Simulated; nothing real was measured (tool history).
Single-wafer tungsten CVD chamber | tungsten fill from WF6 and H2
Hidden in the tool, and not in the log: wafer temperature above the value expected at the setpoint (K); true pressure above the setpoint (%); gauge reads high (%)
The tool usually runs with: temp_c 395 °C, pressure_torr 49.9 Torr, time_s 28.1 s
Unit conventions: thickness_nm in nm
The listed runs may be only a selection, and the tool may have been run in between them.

run,day,temp_c,pressure_torr,time_s,wafers since the last listed run,hours since the last thermocouple change,hours since the last manometer calibration,hours since the showerhead was replaced,hours since the gauge calibration,"read-back reference wafer on the same gauge, thickness_nm",thickness_nm
1,0.000,401,49.9,28.1,0,55.9,0.5,4308.3,4110.7,92.199,106.778
2,2.150,401,49.9,28.1,1076,107.5,52.1,4359.9,4162.3,92.207,106.507
3,5.842,395,49.9,28.1,1848,196.1,140.7,4448.5,4250.9,92.155,94.885
4,16.996,395,49.9,28.1,5584,463.8,408.4,4716.2,4518.6,92.182,96.256
5,30.367,395,49.9,28.1,6694,784.7,729.3,5037.1,4839.5,92.170,95.808
6,33.829,395,49.9,28.1,1733,867.8,812.4,5120.2,4922.6,92.241,96.685
# day 37.067: gauge calibrated
7,37.446,395,49.9,28.1,1810,954.6,899.2,5207.0,9.1,92.180,96.358
# day 40.117: thermocouple changed; heater temperature recalibrated
8,41.088,395,49.9,28.1,1656,23.3,986.6,5294.4,96.5,92.088,97.244
9,42.675,395,49.9,28.1,794,61.4,1024.7,5332.5,134.6,92.350,98.348
10,47.050,395,58.7,28.1,2190,166.4,1129.7,5437.5,239.6,92.234,108.546
# day 47.575: showerhead replaced
11,49.300,384,46.2,31.0,959,220.4,1183.7,41.4,293.6,92.196,80.769
12,53.525,395,49.9,28.1,2115,321.8,1285.1,142.8,395.0,92.192,97.935
13,55.412,395,49.9,28.1,945,367.1,1330.4,188.1,440.3,92.134,97.964
14,57.192,395,49.9,28.1,890,409.8,1373.1,230.8,483.0,92.196,97.673
15,59.904,386,56.9,28.1,1358,474.9,1438.2,295.9,548.1,92.137,87.566
16,61.742,390,46.6,24.8,920,519.0,1482.3,340.0,592.2,92.164,74.703
17,64.771,395,49.9,25.1,1516,591.7,1555.0,412.7,664.9,92.119,87.659
# day 68.208: capacitance manometer re-zeroed and calibrated
18,68.229,395,46.2,31.6,1564,674.7,0.5,495.7,747.9,92.187,101.005
19,72.554,406,56.5,30.3,2165,778.5,104.3,599.5,851.7,92.229,138.062
20,74.125,395,49.9,28.1,786,816.2,142.0,637.2,889.4,92.258,94.442
21,78.075,389,38.2,30.0,1977,911.0,236.8,732.0,984.2,92.245,73.630
22,82.358,395,49.9,32.5,2144,1013.8,339.6,834.8,1087.0,92.182,110.067
23,85.625,383,46.8,24.2,1635,1092.2,418.0,913.2,1165.4,92.173,59.826
24,87.562,391,49.9,28.1,970,1138.7,464.5,959.7,1211.9,92.188,87.478
# day 89.646: thermocouple changed; heater temperature recalibrated
25,91.904,395,49.9,28.1,2006,54.2,568.7,1063.9,1316.1,92.138,98.363
26,94.542,381,49.9,28.1,1320,117.5,632.0,1127.2,1379.4,92.258,72.092
27,97.858,395,49.9,30.7,1660,197.1,711.6,1206.8,1459.0,92.277,107.227
28,100.892,409,49.9,30.8,1518,269.9,784.4,1279.6,1531.8,92.166,144.459
29,104.092,408,57.2,31.2,1602,346.7,861.2,1356.4,1608.6,92.243,154.629
30,105.792,395,49.9,28.1,851,387.5,902.0,1397.2,1649.4,92.191,98.763
31,108.417,395,59.5,28.1,1314,450.5,965.0,1460.2,1712.4,92.198,109.438
32,120.667,395,43.7,31.6,6133,744.5,1259.0,1754.2,2006.4,92.235,101.960
33,123.388,384,56.7,28.1,1362,809.8,1324.3,1819.5,2071.7,92.135,83.197
34,127.521,407,49.9,28.1,2069,909.0,1423.5,1918.7,2170.9,92.179,125.360

For each entry between runs, how does the tool's hidden state at the last listed run before it compare with that at the first listed run after it?
Runs 6 to 7: gauge calibrated (day 37.067)
  wafer temperature above the value expected at the setpoint (K): -0.617 -> -0.766; true pressure above the setpoint (%): 6.2 -> 6.46
  the result without the hidden state subtracted from the measured one, thickness_nm: +2.372 -> +2.206 nm
Runs 7 to 8: thermocouple changed; heater temperature recalibrated (day 40.117)
  wafer temperature above the value expected at the setpoint (K): -0.766 -> 0.0718; true pressure above the setpoint (%): 6.46 -> 6.68
  the result without the hidden state subtracted from the measured one, thickness_nm: +2.206 -> +4.038 nm
Runs 10 to 11: showerhead replaced (day 47.575)
  wafer temperature above the value expected at the setpoint (K): 0.0463 -> 0.0266; true pressure above the setpoint (%): 6.96 -> 7.05
  the result without the hidden state subtracted from the measured one, thickness_nm: +4.451 -> +3.515 nm
Runs 17 to 18: capacitance manometer re-zeroed and calibrated (day 68.208)
  wafer temperature above the value expected at the setpoint (K): -0.257 -> -0.356; true pressure above the setpoint (%): 7.44 -> 1
  the result without the hidden state subtracted from the measured one, thickness_nm: +3.420 -> -0.115 nm
Runs 24 to 25: thermocouple changed; heater temperature recalibrated (day 89.646)
  wafer temperature above the value expected at the setpoint (K): -1.15 -> 0.145; true pressure above the setpoint (%): 6.16 -> 6.78
  the result without the hidden state subtracted from the measured one, thickness_nm: +1.088 -> +4.292 nm
